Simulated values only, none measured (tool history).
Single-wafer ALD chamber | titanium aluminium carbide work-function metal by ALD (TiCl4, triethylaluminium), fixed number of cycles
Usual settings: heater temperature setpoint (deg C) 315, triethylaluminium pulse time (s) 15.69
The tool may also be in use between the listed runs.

run,hour,heater temperature setpoint (deg C),triethylaluminium pulse time (s),"read-back reference wafer on the same gauge, thickness_nm",mean film thickness on the monitor wafer (angstrom)
1,0.0,315,15.69,2.010,22.89
2,26.5,315,15.69,2.009,22.84
3,59.9,315,15.69,2.010,22.98
4,73.3,315,15.69,2.009,22.90
5,93.3,315,15.69,2.009,22.79
# hour 103.7: triethylaluminium bottle replaced
6,122.2,315,15.69,2.010,24.22
7,156.1,308,15.69,2.010,23.64
8,169.7,315,15.69,2.011,24.29
9,194.4,325,15.69,2.009,25.19
# hour 223.3: gauge calibrated
10,228.6,325,15.69,2.008,25.15
# hour 248.9: showerhead replaced
11,249.4,310,19.88,2.008,23.91
12,280.1,308,19.41,2.007,23.75
13,313.4,315,15.69,2.012,24.13
14,331.9,315,19.64,2.008,24.35
15,360.3,310,19.65,2.010,23.97
16,372.8,315,15.69,2.009,23.86
17,394.5,307,11.91,2.010,21.18
# hour 416.9: thermocouple changed; heater temperature recalibrated
18,417.4,315,15.69,2.009,23.82

Run 19 comes next. What will it give?
19,428.2,328,13.54,?,?

{"run 19": {"read-back reference wafer on the same gauge, thickness_nm": 2.009, "mean film thickness on the monitor wafer (angstrom)": 24.09}}
Without the tool's hidden state the same run would have given mean film thickness on the monitor wafer (angstrom) 25.24.

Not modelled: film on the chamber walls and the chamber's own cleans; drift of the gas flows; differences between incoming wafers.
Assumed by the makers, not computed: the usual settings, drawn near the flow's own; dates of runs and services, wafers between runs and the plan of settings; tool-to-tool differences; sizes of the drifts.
